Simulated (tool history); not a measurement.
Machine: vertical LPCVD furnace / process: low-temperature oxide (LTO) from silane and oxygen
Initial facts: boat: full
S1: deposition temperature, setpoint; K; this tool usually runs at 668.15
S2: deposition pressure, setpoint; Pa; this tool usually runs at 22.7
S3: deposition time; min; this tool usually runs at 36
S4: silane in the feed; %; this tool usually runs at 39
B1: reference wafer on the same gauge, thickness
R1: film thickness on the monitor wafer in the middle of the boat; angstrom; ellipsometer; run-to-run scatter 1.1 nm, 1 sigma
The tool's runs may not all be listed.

Run 1, hour 0: usual settings; B1 247.91. Result: R1 2232.8 angstrom.
Run 2, hour 9.4: usual settings; B1 248.08. Result: R1 2250.6 angstrom.
Run 3, hour 25.9: usual settings; B1 248.05. Result: R1 2241.4 angstrom.
Run 4, hour 41: usual settings; B1 247.95. Result: R1 2236.9 angstrom.
Run 5, hour 54.4: usual settings; B1 248.18. Result: R1 2235.2 angstrom.
At hour 68.1: gauge calibrated.
At hour 88.5: silane flow controller replaced.
Run 6, hour 89: usual settings; B1 247.77. Result: R1 2228.8 angstrom.
Run 7, hour 92.4: usual settings; B1 248.04. Result: R1 2241.9 angstrom.
Run 8, hour 95.8: usual settings but S1 656.15 K, S2 18 Pa; B1 248.23. Result: R1 1530.1 angstrom.
At hour 115.4: pressure gauge zeroed.
At hour 117.9: thermocouples replaced and temperature profile calibrated.
Run 9, hour 118.4: usual settings; B1 247.93. Result: R1 2218.9 angstrom.

Forecast run 10:
Run 10, hour 121.8: usual settings; B1 ?. Result: R1 ?.

Run 10 yielded B1 248.04, R1 2233.7 angstrom.
Were there no unlogged condition in the tool, this run, its random variation unchanged, would have produced R1 2233.7 angstrom.

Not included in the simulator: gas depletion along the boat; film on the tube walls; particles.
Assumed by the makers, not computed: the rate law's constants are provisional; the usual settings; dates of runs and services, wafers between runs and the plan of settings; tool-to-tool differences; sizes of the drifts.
